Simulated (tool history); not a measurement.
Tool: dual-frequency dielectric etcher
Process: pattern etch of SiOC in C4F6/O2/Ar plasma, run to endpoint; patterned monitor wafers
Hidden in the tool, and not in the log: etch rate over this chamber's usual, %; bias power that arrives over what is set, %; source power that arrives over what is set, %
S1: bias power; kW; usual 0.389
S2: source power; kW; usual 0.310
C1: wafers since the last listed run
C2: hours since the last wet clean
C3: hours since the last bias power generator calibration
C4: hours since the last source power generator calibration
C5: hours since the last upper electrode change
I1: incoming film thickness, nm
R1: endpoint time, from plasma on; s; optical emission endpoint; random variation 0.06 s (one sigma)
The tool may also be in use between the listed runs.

{"run": 1, "hour": 0.0, "S1": 0.332, "S2": 0.31, "C1": 0, "C2": 75.4, "C3": 1801.0, "C4": 2547.2, "C5": 4090.1, "I1": 49.55, "R1": 21.0}
{"run": 2, "hour": 13.8, "S1": 0.332, "S2": 0.31, "C1": 198, "C2": 89.2, "C3": 1814.8, "C4": 2561.0, "C5": 4103.9, "I1": 48.84, "R1": 20.7}
{"run": 3, "hour": 45.9, "S1": 0.389, "S2": 0.31, "C1": 461, "C2": 121.3, "C3": 1846.9, "C4": 2593.1, "C5": 4136.0, "I1": 49.02, "R1": 20.2}
{"run": 4, "hour": 106.2, "S1": 0.389, "S2": 0.31, "C1": 867, "C2": 181.6, "C3": 1907.2, "C4": 2653.4, "C5": 4196.3, "I1": 48.81, "R1": 20.2}
{"run": 5, "hour": 138.3, "S1": 0.336, "S2": 0.31, "C1": 461, "C2": 213.7, "C3": 1939.3, "C4": 2685.5, "C5": 4228.4, "I1": 49.45, "R1": 21.0}
{"run": 6, "hour": 155.0, "S1": 0.336, "S2": 0.31, "C1": 240, "C2": 230.4, "C3": 1956.0, "C4": 2702.2, "C5": 4245.1, "I1": 49.39, "R1": 20.9}
{"run": 7, "hour": 170.3, "S1": 0.336, "S2": 0.31, "C1": 220, "C2": 245.7, "C3": 1971.3, "C4": 2717.5, "C5": 4260.4, "I1": 49.47, "R1": 21.1}
{"run": 8, "hour": 188.4, "S1": 0.389, "S2": 0.36, "C1": 260, "C2": 263.8, "C3": 1989.4, "C4": 2735.6, "C5": 4278.5, "I1": 48.98, "R1": 19.3}
{"run": 9, "hour": 205.0, "S1": 0.389, "S2": 0.31, "C1": 238, "C2": 280.4, "C3": 2006.0, "C4": 2752.2, "C5": 4295.1, "I1": 48.76, "R1": 20.2}
{"run": 10, "hour": 221.3, "S1": 0.389, "S2": 0.31, "C1": 234, "C2": 296.7, "C3": 2022.3, "C4": 2768.5, "C5": 4311.4, "I1": 48.69, "R1": 20.2}
{"run": 11, "hour": 247.1, "S1": 0.342, "S2": 0.31, "C1": 370, "C2": 322.5, "C3": 2048.1, "C4": 2794.3, "C5": 4337.2, "I1": 48.6, "R1": 20.7}
{"run": 12, "hour": 269.3, "S1": 0.342, "S2": 0.31, "C1": 319, "C2": 344.7, "C3": 2070.3, "C4": 2816.5, "C5": 4359.4, "I1": 49.3, "R1": 21.0}
{"run": 13, "hour": 303.2, "S1": 0.342, "S2": 0.31, "C1": 487, "C2": 378.6, "C3": 2104.2, "C4": 2850.4, "C5": 4393.3, "I1": 49.22, "R1": 20.9}
{"run": 14, "hour": 337.9, "S1": 0.358, "S2": 0.31, "C1": 498, "C2": 413.3, "C3": 2138.9, "C4": 2885.1, "C5": 4428.0, "I1": 49.15, "R1": 20.8}
{"run": 15, "hour": 351.9, "S1": 0.358, "S2": 0.31, "C1": 201, "C2": 427.3, "C3": 2152.9, "C4": 2899.1, "C5": 4442.0, "I1": 49.29, "R1": 21.0}
{"hour": 433.6, "done": "upper electrode replaced"}
{"run": 16, "hour": 440.3, "S1": 0.424, "S2": 0.34, "C1": 926, "C2": 515.7, "C3": 2241.3, "C4": 2987.5, "C5": 6.7, "I1": 49.44, "R1": 19.7}
{"hour": 453.5, "done": "bias power generator calibrated"}
{"run": 17, "hour": 465.0, "S1": 0.424, "S2": 0.34, "C1": 297, "C2": 540.4, "C3": 11.5, "C4": 3012.2, "C5": 31.4, "I1": 48.85, "R1": 19.4}
{"hour": 498.0, "done": "wet clean of the chamber"}
{"run": 18, "hour": 498.5, "S1": 0.389, "S2": 0.31, "C1": 136, "C2": 0.5, "C3": 45.0, "C4": 3045.7, "C5": 64.9, "I1": 48.74, "R1": 20.0}
{"run": 19, "hour": 516.5, "S1": 0.331, "S2": 0.28, "C1": 258, "C2": 18.5, "C3": 63.0, "C4": 3063.7, "C5": 82.9, "I1": 49.33, "R1": 21.8}
{"run": 20, "hour": 530.5, "S1": 0.352, "S2": 0.35, "C1": 201, "C2": 32.5, "C3": 77.0, "C4": 3077.7, "C5": 96.9, "I1": 49.13, "R1": 19.6}
{"run": 21, "hour": 552.3, "S1": 0.389, "S2": 0.31, "C1": 313, "C2": 54.3, "C3": 98.8, "C4": 3099.5, "C5": 118.7, "I1": 49.18, "R1": 20.2}
{"run": 22, "hour": 583.9, "S1": 0.389, "S2": 0.31, "C1": 454, "C2": 85.9, "C3": 130.4, "C4": 3131.1, "C5": 150.3, "I1": 49.37, "R1": 20.4}
{"hour": 592.4, "done": "source power generator calibrated"}
{"run": 23, "hour": 607.4, "S1": 0.354, "S2": 0.37, "C1": 280, "C2": 109.4, "C3": 153.9, "C4": 15.0, "C5": 173.8, "I1": 49.17, "R1": 19.3}
{"run": 24, "hour": 625.2, "S1": 0.389, "S2": 0.31, "C1": 255, "C2": 127.2, "C3": 171.7, "C4": 32.8, "C5": 191.6, "I1": 49.2, "R1": 20.3}
{"run": 25, "hour": 647.4, "S1": 0.389, "S2": 0.31, "C1": 319, "C2": 149.4, "C3": 193.9, "C4": 55.0, "C5": 213.8, "I1": 49.1, "R1": 20.3}
{"run": 26, "hour": 674.9, "S1": 0.327, "S2": 0.26, "C1": 395, "C2": 176.9, "C3": 221.4, "C4": 82.5, "C5": 241.3, "I1": 48.61, "R1": 22.1}
{"run": 27, "hour": 690.1, "S1": 0.364, "S2": 0.34, "C1": 218, "C2": 192.1, "C3": 236.6, "C4": 97.7, "C5": 256.5, "I1": 49.03, "R1": 19.8}
{"run": 28, "hour": 720.5, "S1": 0.389, "S2": 0.25, "C1": 437, "C2": 222.5, "C3": 267.0, "C4": 128.1, "C5": 286.9, "I1": 49.55, "R1": 22.2}
{"run": 29, "hour": 750.8, "S1": 0.436, "S2": 0.26, "C1": 435, "C2": 252.8, "C3": 297.3, "C4": 158.4, "C5": 317.2, "I1": 48.69, "R1": 21.1}
{"run": 30, "hour": 783.9, "S1": 0.335, "S2": 0.28, "C1": 475, "C2": 285.9, "C3": 330.4, "C4": 191.5, "C5": 350.3, "I1": 49.15, "R1": 21.9}
{"run": 31, "hour": 818.7, "S1": 0.443, "S2": 0.29, "C1": 500, "C2": 320.7, "C3": 365.2, "C4": 226.3, "C5": 385.1, "I1": 48.93, "R1": 20.5}
{"run": 32, "hour": 848.0, "S1": 0.389, "S2": 0.31, "C1": 421, "C2": 350.0, "C3": 394.5, "C4": 255.6, "C5": 414.4, "I1": 48.87, "R1": 20.4}
{"run": 33, "hour": 867.0, "S1": 0.325, "S2": 0.38, "C1": 273, "C2": 369.0, "C3": 413.5, "C4": 274.6, "C5": 433.4, "I1": 49.05, "R1": 19.6}
{"run": 34, "hour": 894.7, "S1": 0.425, "S2": 0.28, "C1": 398, "C2": 396.7, "C3": 441.2, "C4": 302.3, "C5": 461.1, "I1": 48.95, "R1": 21.0}

3 ways to go on from here, each from the tool as it stands after run 34. What would each give?
{"run": "A", "hour": 895.1, "S1": 0.389, "S2": 0.31, "C1": 5, "C2": 397.1, "C3": 441.6, "C4": 302.7, "C5": 461.5, "I1": 48.97, "R1": "?"}
{"run": "B", "hour": 895.1, "S1": 0.349, "S2": 0.31, "C1": 5, "C2": 397.1, "C3": 441.6, "C4": 302.7, "C5": 461.5, "I1": 48.97, "R1": "?"}
{"run": "C", "hour": 895.1, "S1": 0.357, "S2": 0.39, "C1": 5, "C2": 397.1, "C3": 441.6, "C4": 302.7, "C5": 461.5, "I1": 48.97, "R1": "?"}

run=A R1=20.4
run=B R1=20.8
run=C R1=19.0
Without the tool's hidden state the same runs would have given:
run=A R1=19.9
run=B R1=20.3
run=C R1=18.6
